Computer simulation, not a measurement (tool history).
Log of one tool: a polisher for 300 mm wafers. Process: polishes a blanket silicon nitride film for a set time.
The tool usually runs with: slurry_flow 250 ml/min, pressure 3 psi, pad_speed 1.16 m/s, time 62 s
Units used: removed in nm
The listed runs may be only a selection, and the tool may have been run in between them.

run,hour,slurry_flow,pressure,pad_speed,time,"incoming thickness of the incoming film, nm",removed
1,0,250,3,1.16,62,882.2,103.3
2,10,250,3,1.16,62,877.4,101.6
# hour 22.7: worn pad replaced by a new one
3,23.2,250,3,1.16,62,887.7,103
4,29.6,250,3,0.88,62,880.3,84.3
5,37.7,250,3,1.16,62,877.3,102.2
6,45.8,250,3,1.16,62,885.9,102
7,61.2,250,3,1.16,62,865.1,101.7
8,76.9,250,3,1.16,73,877,120
9,84,250,3,1.16,73,881.5,119.1
10,99.5,250,3,1.16,73,871.3,119.5
11,115.5,230,3,1.16,62,879.8,100.3
# hour 122.6: worn pad replaced by a new one
12,141.5,230,3,1.16,62,871.6,100.6
13,150.8,250,3,1.16,62,883,102.8
14,156.8,250,3,1.16,62,873.7,101.2
15,167.6,250,3,1.16,62,888.9,100.1
16,185,250,3,1.16,62,885.2,101.8
17,197.7,250,3,1.16,62,877,102.8
18,204.8,250,3,0.86,62,872.5,81.5
19,214.5,250,2.2,1.5,62,876.7,89.6
# hour 220.3: worn pad replaced by a new one
20,224.5,250,3,1.16,62,877.9,102
# hour 239.1: head pressure recalibrated
21,239.6,275,3,1.16,62,887.8,96.1
# hour 241: slurry nozzle cleaned
22,249.4,325,3.6,1.16,81,877.7,152.5
23,256.7,250,3,1.16,62,882.5,92
# hour 298: head pressure recalibrated, repeated, since the last time left the tool worse
24,298.5,250,2.3,1.16,62,883.9,83.5
# hour 303.8: worn pad replaced by a new one
25,304.2,305,3,1.16,62,881,109.9
26,313.5,250,3,1.16,62,892.7,107.9
27,324.4,250,3,1.16,62,884.4,106.1
28,330.6,250,3,1.28,62,892.5,115.5
29,347.1,250,3.7,1.16,74,863.1,156.4
30,357.6,340,2.7,1.16,62,879.4,97.8
31,368.5,250,3.3,1.16,62,888.5,115.7
# hour 379: worn pad replaced by a new one
32,381.8,315,3,1.16,49,883.6,83.9
33,392.5,250,3,1.16,62,894.9,105
34,408.6,250,3,1.16,62,874,102

Some steps in removed between neighbouring runs. How much of each would the tool show without its hidden state too (settings, what came in, random variation), and how much is left for the hidden state, with any gauge scatter that isn't in both results?
Hidden state present: removal rate lost through wear of the pad, %; slurry flow missing at the pad, %; deviation of the head's pressure from its setpoint, %.
Run 21 -> 22: slurry_flow 275 -> 325, pressure 3 -> 3.6, time 62 -> 81, slurry nozzle cleaned. removed +56.4 nm: hidden state -9.6, all else +66.
Run 22 -> 23: slurry_flow 325 -> 250, pressure 3.6 -> 3, time 81 -> 62. removed -60.5 nm: hidden state +9.4, all else -69.9.
Run 23 -> 24: pressure 3 -> 2.3, head pressure recalibrated, repeated, since the last time left the tool worse. removed -8.5 nm: hidden state +14.8, all else -23.3.
Run 29 -> 30: slurry_flow 250 -> 340, pressure 3.7 -> 2.7, time 74 -> 62. removed -58.6 nm: hidden state +1.1, all else -59.7.
